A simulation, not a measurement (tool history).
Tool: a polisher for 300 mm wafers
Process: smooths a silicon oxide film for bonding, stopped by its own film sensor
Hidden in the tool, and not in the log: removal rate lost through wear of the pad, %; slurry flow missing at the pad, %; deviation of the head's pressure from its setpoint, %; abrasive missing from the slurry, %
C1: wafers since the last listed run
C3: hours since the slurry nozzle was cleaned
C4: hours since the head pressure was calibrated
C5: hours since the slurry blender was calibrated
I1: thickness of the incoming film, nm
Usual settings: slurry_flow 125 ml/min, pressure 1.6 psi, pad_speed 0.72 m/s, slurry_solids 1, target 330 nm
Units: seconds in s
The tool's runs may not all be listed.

{"run": 1, "hour": 0.0, "slurry_flow": 125, "pressure": 1.6, "pad_speed": 0.72, "slurry_solids": 0.9, "target": 330, "C1": 0, "wafers polished on this pad": 3330, "C3": 363.3, "C4": 793.7, "C5": 427.3, "I1": 384.8, "seconds": 145.6}
{"hour": 6.9, "done": "slurry blender recalibrated"}
{"hour": 7.5, "done": "slurry nozzle cleaned"}
{"hour": 32.4, "done": "worn pad replaced by a new one"}
{"run": 2, "hour": 70.8, "slurry_flow": 125, "pressure": 1.6, "pad_speed": 0.72, "slurry_solids": 0.9, "target": 330, "C1": 572, "wafers polished on this pad": 342, "C3": 63.3, "C4": 864.5, "C5": 63.9, "I1": 378.1, "seconds": 103.6}
{"hour": 153.2, "done": "head pressure recalibrated"}
{"run": 3, "hour": 162.9, "slurry_flow": 125, "pressure": 1.6, "pad_speed": 0.72, "slurry_solids": 1, "target": 330, "C1": 803, "wafers polished on this pad": 1146, "C3": 155.4, "C4": 9.7, "C5": 156, "I1": 381.2, "seconds": 113.7}
{"run": 4, "hour": 204.3, "slurry_flow": 125, "pressure": 1.6, "pad_speed": 0.72, "slurry_solids": 1, "target": 330, "C1": 369, "wafers polished on this pad": 1515, "C3": 196.8, "C4": 51.1, "C5": 197.4, "I1": 376.8, "seconds": 105.7}
{"hour": 369.6, "done": "worn pad replaced by a new one"}
{"hour": 378.8, "done": "slurry nozzle cleaned"}
{"hour": 435.8, "done": "slurry blender recalibrated"}
{"run": 5, "hour": 511.8, "slurry_flow": 125, "pressure": 1.6, "pad_speed": 0.72, "slurry_solids": 1, "target": 330, "C1": 2679, "wafers polished on this pad": 1241, "C3": 133, "C4": 358.6, "C5": 76, "I1": 382.6, "seconds": 119.6}
{"run": 6, "hour": 586.4, "slurry_flow": 125, "pressure": 1.6, "pad_speed": 0.72, "slurry_solids": 1, "target": 330, "C1": 665, "wafers polished on this pad": 1906, "C3": 207.6, "C4": 433.2, "C5": 150.6, "I1": 386.7, "seconds": 129.2}
{"run": 7, "hour": 637.9, "slurry_flow": 125, "pressure": 1.6, "pad_speed": 0.72, "slurry_solids": 1, "target": 330, "C1": 459, "wafers polished on this pad": 2365, "C3": 259.1, "C4": 484.7, "C5": 202.1, "I1": 379.2, "seconds": 116.7}
{"hour": 695.1, "done": "worn pad replaced by a new one"}
{"run": 8, "hour": 741.2, "slurry_flow": 125, "pressure": 1.6, "pad_speed": 0.72, "slurry_solids": 1, "target": 330, "C1": 885, "wafers polished on this pad": 411, "C3": 362.4, "C4": 588, "C5": 305.4, "I1": 383.2, "seconds": 119}
{"hour": 802.0, "done": "slurry nozzle cleaned"}
{"run": 9, "hour": 817.2, "slurry_flow": 110, "pressure": 1.6, "pad_speed": 0.72, "slurry_solids": 1, "target": 330, "C1": 668, "wafers polished on this pad": 1079, "C3": 15.2, "C4": 664, "C5": 381.4, "I1": 374, "seconds": 110.7}
{"hour": 852.7, "done": "slurry blender recalibrated"}
{"run": 10, "hour": 904.8, "slurry_flow": 110, "pressure": 1.6, "pad_speed": 0.72, "slurry_solids": 1, "target": 330, "C1": 763, "wafers polished on this pad": 1843, "C3": 102.8, "C4": 751.6, "C5": 52.1, "I1": 377.6, "seconds": 111.4}
{"run": 11, "hour": 998.2, "slurry_flow": 125, "pressure": 1.6, "pad_speed": 0.72, "slurry_solids": 1, "target": 330, "C1": 832, "wafers polished on this pad": 2676, "C3": 196.2, "C4": 845, "C5": 145.5, "I1": 375.8, "seconds": 106.4}
{"hour": 1072.4, "done": "worn pad replaced by a new one"}
{"run": 12, "hour": 1084.7, "slurry_flow": 125, "pressure": 2, "pad_speed": 0.72, "slurry_solids": 0.8, "target": 330, "C1": 735, "wafers polished on this pad": 109, "C3": 282.7, "C4": 931.5, "C5": 232, "I1": 381.5, "seconds": 99.8}
{"hour": 1178.3, "done": "slurry nozzle cleaned"}
{"run": 13, "hour": 1178.8, "slurry_flow": 125, "pressure": 1.2, "pad_speed": 0.8, "slurry_solids": 0.75, "target": 320, "C1": 830, "wafers polished on this pad": 940, "C3": 0.5, "C4": 1025.6, "C5": 326.1, "I1": 375.6, "seconds": 154.1}
{"hour": 1233.4, "done": "slurry blender recalibrated"}
{"hour": 1239.5, "done": "head pressure recalibrated"}
{"run": 14, "hour": 1251.8, "slurry_flow": 125, "pressure": 1.6, "pad_speed": 0.72, "slurry_solids": 0.85, "target": 316, "C1": 615, "wafers polished on this pad": 1555, "C3": 73.5, "C4": 12.3, "C5": 18.4, "I1": 375, "seconds": 141.9}
{"run": 15, "hour": 1291.5, "slurry_flow": 125, "pressure": 1.6, "pad_speed": 0.72, "slurry_solids": 1, "target": 330, "C1": 354, "wafers polished on this pad": 1909, "C3": 113.2, "C4": 52, "C5": 58.1, "I1": 382.4, "seconds": 116.3}
{"run": 16, "hour": 1359.0, "slurry_flow": 125, "pressure": 1.6, "pad_speed": 0.72, "slurry_solids": 1, "target": 330, "C1": 601, "wafers polished on this pad": 2511, "C3": 180.7, "C4": 119.5, "C5": 125.6, "I1": 384.3, "seconds": 123.8}
{"hour": 1419.7, "done": "worn pad replaced by a new one"}
{"run": 17, "hour": 1465.1, "slurry_flow": 125, "pressure": 1, "pad_speed": 0.72, "slurry_solids": 1, "target": 330, "C1": 910, "wafers polished on this pad": 405, "C3": 286.8, "C4": 225.6, "C5": 231.7, "I1": 376.8, "seconds": 133.4}
{"hour": 1500.3, "done": "slurry nozzle cleaned"}
{"run": 18, "hour": 1568.2, "slurry_flow": 125, "pressure": 1.3, "pad_speed": 0.56, "slurry_solids": 1, "target": 330, "C1": 910, "wafers polished on this pad": 1315, "C3": 67.9, "C4": 328.7, "C5": 334.8, "I1": 374.6, "seconds": 143.6}
{"run": 19, "hour": 1632.4, "slurry_flow": 145, "pressure": 1.8, "pad_speed": 0.72, "slurry_solids": 1, "target": 330, "C1": 572, "wafers polished on this pad": 1888, "C3": 132.1, "C4": 392.9, "C5": 399, "I1": 377.1, "seconds": 105.6}
{"hour": 1707.1, "done": "slurry blender recalibrated"}
{"run": 20, "hour": 1716.3, "slurry_flow": 125, "pressure": 1.6, "pad_speed": 0.58, "slurry_solids": 1, "target": 341, "C1": 730, "wafers polished on this pad": 2618, "C3": 216, "C4": 476.8, "C5": 9.2, "I1": 376.3, "seconds": 95.6}
{"run": 21, "hour": 1786.8, "slurry_flow": 125, "pressure": 1.6, "pad_speed": 0.72, "slurry_solids": 1, "target": 330, "C1": 628, "wafers polished on this pad": 3247, "C3": 286.5, "C4": 547.3, "C5": 79.7, "I1": 378.5, "seconds": 109.2}
{"hour": 1840.5, "done": "worn pad replaced by a new one"}
{"run": 22, "hour": 1857.6, "slurry_flow": 165, "pressure": 1.2, "pad_speed": 0.72, "slurry_solids": 0.75, "target": 324, "C1": 595, "wafers polished on this pad": 152, "C3": 357.3, "C4": 618.1, "C5": 150.5, "I1": 381.2, "seconds": 145.2}

Some steps in seconds between neighbouring runs. How much of each would the tool show without its hidden state too (settings, what came in, random variation), and how much is left for the hidden state, with any gauge scatter that isn't in both results?
Run 1 -> 2: slurry blender recalibrated, slurry nozzle cleaned, worn pad replaced by a new one. seconds -42 s: hidden state -29.1, all else -12.9.
Run 12 -> 13: pressure 2 -> 1.2, pad_speed 0.72 -> 0.8, slurry_solids 0.8 -> 0.75, target 330 -> 320, slurry nozzle cleaned. seconds +54.3 s: hidden state +17.2, all else +37.1.

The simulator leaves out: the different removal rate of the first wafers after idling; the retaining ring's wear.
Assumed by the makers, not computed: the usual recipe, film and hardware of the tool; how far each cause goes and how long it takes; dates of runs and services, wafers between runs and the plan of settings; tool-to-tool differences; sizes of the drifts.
